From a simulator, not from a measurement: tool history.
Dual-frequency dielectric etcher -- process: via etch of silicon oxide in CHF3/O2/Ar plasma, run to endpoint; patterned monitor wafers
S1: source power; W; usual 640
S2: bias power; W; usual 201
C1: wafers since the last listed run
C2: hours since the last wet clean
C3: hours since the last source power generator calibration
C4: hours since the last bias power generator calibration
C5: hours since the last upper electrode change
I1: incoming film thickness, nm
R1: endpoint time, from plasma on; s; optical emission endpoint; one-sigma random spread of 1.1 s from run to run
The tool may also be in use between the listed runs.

Run 1, hour 0: usual settings but S2 216 W; C1 0; C2 295.8; C3 4815.3; C4 3341.2; C5 5236.8; I1 818.9. Result: R1 357.5 s.
Run 2, hour 13.3: usual settings but S2 216 W; C1 71; C2 309.1; C3 4828.6; C4 3354.5; C5 5250.1; I1 818.9. Result: R1 357 s.
Run 3, hour 22.4: usual settings but S2 216 W; C1 49; C2 318.2; C3 4837.7; C4 3363.6; C5 5259.2; I1 812.9. Result: R1 355 s.
Run 4, hour 32: usual settings; C1 51; C2 327.8; C3 4847.3; C4 3373.2; C5 5268.8; I1 822. Result: R1 368.8 s.
Run 5, hour 38.1: usual settings; C1 32; C2 333.9; C3 4853.4; C4 3379.3; C5 5274.9; I1 818.5. Result: R1 369.3 s.
Run 6, hour 53.9: usual settings; C1 85; C2 349.7; C3 4869.2; C4 3395.1; C5 5290.7; I1 812.1. Result: R1 364.4 s.
Run 7, hour 70.4: usual settings but S1 720 W, S2 187 W; C1 89; C2 366.2; C3 4885.7; C4 3411.6; C5 5307.2; I1 820.2. Result: R1 360.8 s.
Run 8, hour 84.3: usual settings but S1 720 W, S2 187 W; C1 75; C2 380.1; C3 4899.6; C4 3425.5; C5 5321.1; I1 813.3. Result: R1 357.8 s.
Run 9, hour 96.6: usual settings but S1 720 W, S2 187 W; C1 66; C2 392.4; C3 4911.9; C4 3437.8; C5 5333.4; I1 818.4. Result: R1 358 s.
Run 10, hour 106.8: usual settings; C1 55; C2 402.6; C3 4922.1; C4 3448; C5 5343.6; I1 814.1. Result: R1 366 s.
Run 11, hour 121.5: usual settings; C1 79; C2 417.3; C3 4936.8; C4 3462.7; C5 5358.3; I1 815.6. Result: R1 364.9 s.
Run 12, hour 128.9: usual settings; C1 39; C2 424.7; C3 4944.2; C4 3470.1; C5 5365.7; I1 824.4. Result: R1 367.1 s.
Run 13, hour 142.9: usual settings; C1 75; C2 438.7; C3 4958.2; C4 3484.1; C5 5379.7; I1 817.5. Result: R1 366.2 s.
Run 14, hour 155.4: usual settings; C1 67; C2 451.2; C3 4970.7; C4 3496.6; C5 5392.2; I1 818.7. Result: R1 367.5 s.
Run 15, hour 162.4: usual settings but S1 780 W, S2 231 W; C1 37; C2 458.2; C3 4977.7; C4 3503.6; C5 5399.2; I1 813.9. Result: R1 317.7 s.

Run 16 comes next. What will it give?
At hour 190: wet clean of the chamber.
Run 16, hour 196.4: usual settings but S1 500 W, S2 153 W; C1 53; C2 6.4; C3 5011.7; C4 3537.6; C5 5433.2; I1 824. Result: R1 ?.

R1: 469.5 s
Were there no unlogged condition in the tool, this run, its random variation unchanged, would have produced R1 470.6 s.

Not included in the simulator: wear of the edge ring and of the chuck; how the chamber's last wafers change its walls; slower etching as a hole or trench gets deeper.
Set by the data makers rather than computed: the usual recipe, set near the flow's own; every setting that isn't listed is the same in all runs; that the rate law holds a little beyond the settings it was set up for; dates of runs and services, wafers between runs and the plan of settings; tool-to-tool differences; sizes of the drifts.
